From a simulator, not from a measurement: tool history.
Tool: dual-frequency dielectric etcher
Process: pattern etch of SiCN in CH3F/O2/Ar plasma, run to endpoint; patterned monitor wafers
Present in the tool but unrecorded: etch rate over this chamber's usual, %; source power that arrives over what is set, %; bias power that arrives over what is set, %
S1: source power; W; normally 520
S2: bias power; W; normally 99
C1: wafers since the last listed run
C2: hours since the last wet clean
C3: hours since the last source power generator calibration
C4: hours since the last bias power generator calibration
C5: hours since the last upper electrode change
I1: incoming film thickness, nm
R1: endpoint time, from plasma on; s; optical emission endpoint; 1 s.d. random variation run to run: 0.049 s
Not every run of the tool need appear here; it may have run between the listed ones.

run,hour,S1,S2,C1,C2,C3,C4,C5,I1,R1
1,0.0,460,99,0,449.6,1538.8,3784.7,4299.4,7.30,16.5
2,9.4,460,99,140,459.0,1548.2,3794.1,4308.8,7.26,16.4
3,22.7,460,99,198,472.3,1561.5,3807.4,4322.1,7.31,16.5
4,32.3,520,79,143,481.9,1571.1,3817.0,4331.7,7.27,16.9
# hour 59.6: upper electrode replaced
# hour 73.5: wet clean of the chamber
5,74.0,520,79,57,0.5,1612.8,3858.7,14.4,7.28,17.5
6,74.3,520,88,4,0.8,1613.1,3859.0,14.7,7.25,16.9
7,74.6,520,88,4,1.1,1613.4,3859.3,15.0,7.24,17.0
# hour 79.5: bias power generator calibrated
8,80.0,520,79,20,6.5,1618.8,0.5,20.4,7.25,17.4
9,86.3,480,123,94,12.8,1625.1,6.8,26.7,7.33,15.7
10,94.8,480,93,126,21.3,1633.6,15.3,35.2,7.23,17.0
11,108.6,520,108,206,35.1,1647.4,29.1,49.0,7.29,15.9
12,114.6,520,92,89,41.1,1653.4,35.1,55.0,7.29,16.7
# hour 127.0: source power generator calibrated
13,127.5,520,99,132,54.0,0.5,48.0,67.9,7.25,16.3
14,141.3,610,119,206,67.8,14.3,61.8,81.7,7.30,14.6

For run 15, what comes out?
15,158.9,470,99,262,85.4,31.9,79.4,99.3,7.27,?

R1: 16.9 s
Minus the tool's unlogged condition, the same run would have read R1 17.0 s.
